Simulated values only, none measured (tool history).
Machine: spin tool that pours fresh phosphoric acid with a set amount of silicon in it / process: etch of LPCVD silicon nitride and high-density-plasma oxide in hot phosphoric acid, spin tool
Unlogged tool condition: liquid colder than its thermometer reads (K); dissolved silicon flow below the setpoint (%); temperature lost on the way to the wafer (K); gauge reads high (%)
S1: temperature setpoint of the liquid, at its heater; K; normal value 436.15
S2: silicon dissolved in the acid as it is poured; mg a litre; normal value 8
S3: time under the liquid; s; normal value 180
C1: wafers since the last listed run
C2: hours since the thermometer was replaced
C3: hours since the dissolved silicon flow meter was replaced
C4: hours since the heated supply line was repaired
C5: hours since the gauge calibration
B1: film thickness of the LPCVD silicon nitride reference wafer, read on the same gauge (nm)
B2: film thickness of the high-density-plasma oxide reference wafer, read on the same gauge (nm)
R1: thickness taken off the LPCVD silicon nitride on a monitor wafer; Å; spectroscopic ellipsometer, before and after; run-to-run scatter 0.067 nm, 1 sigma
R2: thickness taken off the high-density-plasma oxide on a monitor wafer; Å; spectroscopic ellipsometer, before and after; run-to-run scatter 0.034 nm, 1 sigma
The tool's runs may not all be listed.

run 1 hour=0 | S1=436.15 S2=8 S3=180 | C1=0 C2=1832.5 C3=2077.5 C4=626.8 C5=395.4 | B1=109.99 B2=99.944 | R1=154.7 R2=7.46
run 2 hour=34.8 | S1=436.15 S2=8 S3=180 | C1=227 C2=1867.3 C3=2112.3 C4=661.6 C5=430.2 | B1=109.98 B2=100.055 | R1=154.7 R2=7.04
-- hour=52.4 thermometer replaced
run 3 hour=65.5 | S1=436.15 S2=8 S3=180 | C1=194 C2=13.1 C3=2143 C4=692.3 C5=460.9 | B1=110.01 B2=100.018 | R1=168.2 R2=8.26
run 4 hour=92.9 | S1=436.15 S2=8 S3=180 | C1=179 C2=40.5 C3=2170.4 C4=719.7 C5=488.3 | B1=110 B2=100.045 | R1=169.5 R2=8.97
run 5 hour=113.2 | S1=436.15 S2=8 S3=180 | C1=132 C2=60.8 C3=2190.7 C4=740 C5=508.6 | B1=110.01 B2=100.002 | R1=168.5 R2=8.82
run 6 hour=126.1 | S1=436.15 S2=8 S3=180 | C1=84 C2=73.7 C3=2203.6 C4=752.9 C5=521.5 | B1=109.99 B2=99.979 | R1=168.1 R2=8.85
-- hour=176.3 heated supply line repaired
-- hour=186.3 gauge calibrated
run 7 hour=189.1 | S1=436.15 S2=6 S3=135 | C1=405 C2=136.7 C3=2266.6 C4=12.8 C5=2.8 | B1=110.02 B2=100.034 | R1=125.9 R2=6.57
run 8 hour=201.2 | S1=434.65 S2=3 S3=80 | C1=79 C2=148.8 C3=2278.7 C4=24.9 C5=14.9 | B1=110.02 B2=99.996 | R1=70.6 R2=3.88
run 9 hour=225.7 | S1=436.15 S2=2 S3=180 | C1=160 C2=173.3 C3=2303.2 C4=49.4 C5=39.4 | B1=110.01 B2=100.035 | R1=167.4 R2=9.58
run 10 hour=239.2 | S1=436.15 S2=8 S3=180 | C1=88 C2=186.8 C3=2316.7 C4=62.9 C5=52.9 | B1=109.98 B2=99.932 | R1=167.1 R2=8.45
-- hour=257.5 dissolved silicon flow meter replaced
run 11 hour=260.5 | S1=434.65 S2=5.5 S3=70 | C1=132 C2=208.1 C3=3 C4=84.2 C5=74.2 | B1=109.99 B2=99.989 | R1=61.9 R2=3.34
run 12 hour=285.1 | S1=437.15 S2=8 S3=180 | C1=160 C2=232.7 C3=27.6 C4=108.8 C5=98.8 | B1=109.99 B2=99.987 | R1=171.7 R2=8.9
run 13 hour=318.8 | S1=434.15 S2=11 S3=180 | C1=220 C2=266.4 C3=61.3 C4=142.5 C5=132.5 | B1=109.98 B2=100.005 | R1=155.8 R2=6.62
run 14 hour=341.8 | S1=436.15 S2=8 S3=180 | C1=150 C2=289.4 C3=84.3 C4=165.5 C5=155.5 | B1=109.98 B2=100.016 | R1=166.5 R2=8.36
run 15 hour=372.6 | S1=436.15 S2=8 S3=105 | C1=201 C2=320.2 C3=115.1 C4=196.3 C5=186.3 | B1=109.99 B2=100.036 | R1=97.3 R2=4.94
run 16 hour=405.2 | S1=436.15 S2=8 S3=180 | C1=212 C2=352.8 C3=147.7 C4=228.9 C5=218.9 | B1=109.98 B2=99.983 | R1=166.5 R2=8.61
run 17 hour=429.2 | S1=438.65 S2=14 S3=265 | C1=156 C2=376.8 C3=171.7 C4=252.9 C5=242.9 | B1=110.02 B2=99.993 | R1=265.5 R2=13.54
run 18 hour=443.3 | S1=438.65 S2=10 S3=225 | C1=92 C2=390.9 C3=185.8 C4=267 C5=257 | B1=109.99 B2=99.969 | R1=224.7 R2=12.01
run 19 hour=476.7 | S1=436.15 S2=8 S3=290 | C1=218 C2=424.3 C3=219.2 C4=300.4 C5=290.4 | B1=109.99 B2=99.988 | R1=267.9 R2=13.22
run 20 hour=491.1 | S1=436.15 S2=8 S3=180 | C1=94 C2=438.7 C3=233.6 C4=314.8 C5=304.8 | B1=109.99 B2=100.035 | R1=166.1 R2=8.06
run 21 hour=512.9 | S1=434.15 S2=5.5 S3=110 | C1=142 C2=460.5 C3=255.4 C4=336.6 C5=326.6 | B1=110.02 B2=100.011 | R1=94.8 R2=4.49
run 22 hour=534.2 | S1=438.65 S2=10 S3=235 | C1=139 C2=481.8 C3=276.7 C4=357.9 C5=347.9 | B1=110 B2=100.005 | R1=235.3 R2=13.13

Branching from run 22: 3 alternative next runs. What would each branch give?
run A hour=534.7 | S1=438.65 S2=8 S3=180 | C1=3 C2=482.3 C3=277.2 C4=358.4 C5=348.4 | B1=? B2=? | R1=? R2=?
run B hour=534.7 | S1=434.65 S2=8 S3=210 | C1=3 C2=482.3 C3=277.2 C4=358.4 C5=348.4 | B1=? B2=? | R1=? R2=?
run C hour=534.7 | S1=438.15 S2=3.5 S3=140 | C1=3 C2=482.3 C3=277.2 C4=358.4 C5=348.4 | B1=? B2=? | R1=? R2=?

run=A B1=109.99 B2=100.012 R1=179.1 R2=9.76
run=B B1=109.99 B2=100.012 R1=183 R2=8.5
run=C B1=109.99 B2=100.012 R1=137 R2=8.03
What these runs would have given with no unlogged condition in the tool:
run=A R1=183.8 R2=10.35
run=B R1=187.9 R2=9.02
run=C R1=140.7 R2=8.5
